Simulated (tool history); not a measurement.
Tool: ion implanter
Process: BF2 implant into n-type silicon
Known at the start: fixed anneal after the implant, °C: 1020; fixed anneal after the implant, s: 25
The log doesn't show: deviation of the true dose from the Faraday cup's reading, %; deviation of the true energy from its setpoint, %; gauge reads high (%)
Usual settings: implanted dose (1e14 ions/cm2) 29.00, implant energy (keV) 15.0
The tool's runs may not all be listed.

run    hour  implanted dose (1e14 ions/cm2)  implant energy (keV)  wafers since the last listed run  hours since the last dose calibration  hours since the extraction supply was calibrated  hours since the gauge calibration  read-back reference wafer on the same gauge, sheet resistance  sheet resistance of the implanted and annealed layer (ohm/square)
  1     0.0                           29.00                  15.0                                 0                                  133.2                                            1444.9                              685.6                                                         158.08                                                             134.45
  2    36.0                           24.93                  11.0                               510                                  169.2                                            1480.9                              721.6                                                         157.99                                                             148.22
  3   107.5                           25.31                  15.0                              1013                                  240.7                                            1552.4                              793.1                                                         158.01                                                             135.33
  4   143.8                           29.00                  15.0                               514                                  277.0                                            1588.7                              829.4                                                         158.01                                                             134.40
  5   182.3                           29.00                  15.0                               545                                  315.5                                            1627.2                              867.9                                                         158.06                                                             134.71
      203.2  -- gauge calibrated
  6   252.1                           29.00                  15.0                               988                                  385.3                                            1697.0                               48.9                                                         157.95                                                             134.68
  7   298.3                           29.00                  15.0                               654                                  431.5                                            1743.2                               95.1                                                         158.03                                                             134.71
  8   367.9                           29.00                  15.0                               986                                  501.1                                            1812.8                              164.7                                                         157.89                                                             135.07
  9   422.1                           29.00                  15.0                               767                                  555.3                                            1867.0                              218.9                                                         158.02                                                             134.96
 10   466.6                           29.00                  15.0                               630                                  599.8                                            1911.5                              263.4                                                         157.92                                                             134.94
 11   602.1                           29.00                  15.0                              1919                                  735.3                                            2047.0                              398.9                                                         158.09                                                             135.17
 12   649.3                           35.37                  15.0                               668                                  782.5                                            2094.2                              446.1                                                         158.05                                                             133.97
      736.7  -- Faraday cup replaced and dose calibrated
 13   739.0                           29.00                  12.0                              1157                                    2.3                                            2183.9                              535.8                                                         157.99                                                             145.32
 14   769.3                           31.23                  18.5                               429                                   32.6                                            2214.2                              566.1                                                         158.03                                                             125.72
 15   827.4                           20.74                  15.0                               823                                   90.7                                            2272.3                              624.2                                                         157.99                                                             137.24
 16  1014.9                           36.08                  15.0                              2656                                  278.2                                            2459.8                              811.7                                                         157.99                                                             134.26
 17  1064.6                           37.12                  17.5                               704                                  327.9                                            2509.5                              861.4                                                         158.05                                                             126.69
     1105.1  -- extraction supply calibrated
 18  1106.6                           29.00                  15.0                               481                                  369.9                                               1.5                              903.4                                                         158.04                                                             134.40
 19  1154.8                           29.00                  19.0                               682                                  418.1                                              49.7                              951.6                                                         157.95                                                             123.26
     1206.8  -- gauge calibrated
 20  1221.1                           29.00                  15.0                               939                                  484.4                                             116.0                               14.3                                                         157.98                                                             133.67
 21  1259.1                           21.89                  18.0                               538                                  522.4                                             154.0                               52.3                                                         158.05                                                             127.10
 22  1305.1                           36.47                  19.0                               651                                  568.4                                             200.0                               98.3                                                         158.05                                                             121.67
 23  1374.5                           29.00                  15.0                               983                                  637.8                                             269.4                              167.7                                                         158.02                                                             133.68
 24  1410.8                           29.00                  15.0                               514                                  674.1                                             305.7                              204.0                                                         158.00                                                             134.27
 25  1477.1                           29.00                  15.0                               939                                  740.4                                             372.0                              270.3                                                         158.03                                                             133.66
 26  1510.0                           37.37                  15.0                               466                                  773.3                                             404.9                              303.2                                                         158.07                                                             132.17

Forecast each of these 5 alternatives for the next run:
  A  1510.4                           36.78                  15.0                                 5                                  773.7                                             405.3                              303.6                                                              ?                                                                  ?
  B  1510.4                           22.89                  11.0                                 5                                  773.7                                             405.3                              303.6                                                              ?                                                                  ?
  C  1510.4                           20.66                  11.5                                 5                                  773.7                                             405.3                              303.6                                                              ?                                                                  ?
  D  1510.4                           32.56                  15.0                                 5                                  773.7                                             405.3                              303.6                                                              ?                                                                  ?
  E  1510.4                           33.51                  16.5                                 5                                  773.7                                             405.3                              303.6                                                              ?                                                                  ?

run  read-back reference wafer on the same gauge, sheet resistance  sheet resistance of the implanted and annealed layer (ohm/square)
  A                                                         158.01                                                             132.32
  B                                                         158.01                                                             147.86
  C                                                         158.01                                                             146.48
  D                                                         158.01                                                             133.41
  E                                                         158.01                                                             128.89
Without the tool's hidden state the same runs would have given:
run  sheet resistance of the implanted and annealed layer (ohm/square)
  A                                                             132.34
  B                                                             147.89
  C                                                             146.50
  D                                                             133.43
  E                                                             128.91
